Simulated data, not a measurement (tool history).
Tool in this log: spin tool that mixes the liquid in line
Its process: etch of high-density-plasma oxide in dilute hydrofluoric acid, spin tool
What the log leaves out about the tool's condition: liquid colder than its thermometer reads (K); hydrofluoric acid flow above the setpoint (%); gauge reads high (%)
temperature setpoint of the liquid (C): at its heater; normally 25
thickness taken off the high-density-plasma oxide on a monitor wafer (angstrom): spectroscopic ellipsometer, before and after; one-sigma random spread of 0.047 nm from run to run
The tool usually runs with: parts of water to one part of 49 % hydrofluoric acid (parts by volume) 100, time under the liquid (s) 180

run	day	temperature setpoint of the liquid (C)	parts of water to one part of 49 % hydrofluoric acid (parts by volume)	time under the liquid (s)	wafers since the last listed run	hours since the thermometer was replaced	hours since the hydrofluoric acid flow meter was replaced	hours since the gauge calibration	read-back film thickness of the high-density-plasma oxide reference wafer, read on the same gauge (nm)	thickness taken off the high-density-plasma oxide on a monitor wafer (angstrom)
1	0	25	100	180	0	987.9	1682.4	154.8	99.93	151.2
2	0.271	25	100	180	27	994.4	1688.9	161.3	99.96	150.9
3	0.921	25	100	180	65	1010	1704.5	176.9	99.94	150.9
4	2.121	25	100	180	120	1038.8	1733.3	205.7	100.05	151.8
5	2.742	25	100	100	62	1053.7	1748.2	220.6	99.96	83.8
6	3.338	25	100	180	59	1068	1762.5	234.9	99.98	151.6
7	4.012	25	120	180	67	1084.2	1778.7	251.1	99.98	122.5
8	4.683	25	125	180	67	1100.3	1794.8	267.2	99.97	118.3
9	5.029	25	125	180	34	1108.6	1803.1	275.5	100.01	118.3
# day 5.512: hydrofluoric acid flow meter replaced
10	5.558	25	125	180	48	1121.3	1.1	288.2	99.99	108.6
11	5.962	25	100	180	40	1131	10.8	297.9	100.01	141.4
12	6.279	25	100	180	31	1138.6	18.4	305.5	100	139.8
13	6.758	25	100	180	47	1150.1	29.9	317	100.04	139.9
14	7.3	25	100	180	54	1163.1	42.9	330	99.99	139.5
15	7.988	27	120	260	68	1179.6	59.4	346.5	99.97	178.5
16	8.396	23.5	100	180	40	1189.4	69.2	356.3	99.95	132.7
# day 8.992: gauge calibrated
# day 9.821: thermometer replaced
17	10.238	25	100	290	180	10	113.4	29.9	100.01	226.8
18	10.692	25	100	180	45	20.9	124.3	40.8	100.01	141.9
19	10.967	25	100	180	27	27.5	130.9	47.4	100.06	141.2
20	11.592	25	100	135	62	42.5	145.9	62.4	100	106.7
21	12.212	23.5	70	260	62	57.4	160.8	77.3	100	284.6
22	12.904	30	130	180	69	74	177.4	93.9	99.97	126.9
23	13.25	22	75	240	34	82.3	185.7	102.2	100.02	229.2
24	13.583	25	100	140	33	90.3	193.7	110.2	99.98	110.3

Results for each run, recomputed without the tool's hidden state and with each run's random variation untouched:
run	thickness taken off the high-density-plasma oxide on a monitor wafer (angstrom)
1	138.7
2	138.4
3	138.3
4	139.1
5	76.7
6	138.7
7	111.8
8	107.9
9	107.7
10	106.9
11	139.2
12	137.6
13	137.6
14	137.1
15	175.3
16	130.3
17	222.2
18	138.9
19	138.2
20	104.4
21	278.4
22	123.8
23	223.9
24	107.6
